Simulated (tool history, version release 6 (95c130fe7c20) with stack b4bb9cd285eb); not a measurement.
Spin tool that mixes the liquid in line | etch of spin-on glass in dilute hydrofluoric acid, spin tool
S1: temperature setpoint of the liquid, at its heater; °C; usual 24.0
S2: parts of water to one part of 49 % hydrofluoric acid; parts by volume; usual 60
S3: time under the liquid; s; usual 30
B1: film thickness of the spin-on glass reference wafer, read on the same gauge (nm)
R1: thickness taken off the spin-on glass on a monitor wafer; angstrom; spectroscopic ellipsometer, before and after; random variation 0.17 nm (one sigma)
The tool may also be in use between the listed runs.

run,hour,S1,S2,S3,B1,R1
1,0.0,24.0,60,25,90.01,145.4
2,39.6,24.0,45,30,89.98,235.0
3,101.4,24.0,45,30,89.98,234.9
4,138.5,24.0,45,30,90.02,229.9
5,199.7,24.0,60,30,90.01,170.0
6,300.9,24.0,60,30,90.01,172.0
# hour 325.1: hydrofluoric acid flow meter replaced
7,353.2,24.0,60,30,90.02,159.6
8,454.9,27.5,60,30,90.03,185.3
9,491.6,27.5,60,30,90.02,183.2
10,545.5,24.0,60,30,90.02,162.0
11,633.2,24.0,70,30,90.02,133.2
12,707.6,24.0,85,30,89.98,107.8
13,749.8,24.0,60,30,89.97,160.0
# hour 814.9: thermometer replaced
14,832.6,24.0,60,30,89.97,176.2
15,887.5,24.0,60,40,90.03,230.6
16,955.9,24.0,60,30,90.03,175.2
17,1041.6,27.0,60,15,89.97,97.3
18,1093.9,25.5,60,30,89.99,183.8
19,1172.0,28.0,40,20,89.98,209.0
# hour 1214.5: gauge calibrated
20,1236.1,26.5,50,30,90.00,229.7
21,1328.7,24.0,60,30,90.00,170.7
22,1436.5,24.0,60,30,90.01,170.3
23,1540.0,24.0,50,30,89.98,205.2
24,1578.6,24.0,60,30,90.00,168.3
25,1630.1,25.5,75,40,90.02,185.6
26,1729.1,24.0,60,20,89.99,111.4
# hour 1788.3: thermometer replaced
27,1822.4,21.0,35,15,90.03,142.8
28,1903.1,19.5,70,25,90.00,105.8
29,1964.5,24.0,35,20,89.98,208.0
30,2046.4,28.0,60,30,90.00,211.4
31,2153.2,24.0,60,35,90.01,205.0
32,2202.4,24.0,60,30,90.03,173.1
33,2251.9,24.0,60,30,90.00,173.7

Forecast each of these 5 alternatives for the next run:
A,2252.3,24.0,60,30,?,?
B,2252.3,20.0,45,35,?,?
C,2252.3,20.0,60,30,?,?
D,2252.3,24.0,90,30,?,?
E,2252.3,28.0,60,40,?,?

run,B1,R1
A,90.00,172.7
B,90.00,231.0
C,90.00,146.0
D,90.00,111.1
E,90.00,271.0
Without the tool's hidden state the same runs would have given:
run,R1
A,172.0
B,230.7
C,145.7
D,110.3
E,269.3

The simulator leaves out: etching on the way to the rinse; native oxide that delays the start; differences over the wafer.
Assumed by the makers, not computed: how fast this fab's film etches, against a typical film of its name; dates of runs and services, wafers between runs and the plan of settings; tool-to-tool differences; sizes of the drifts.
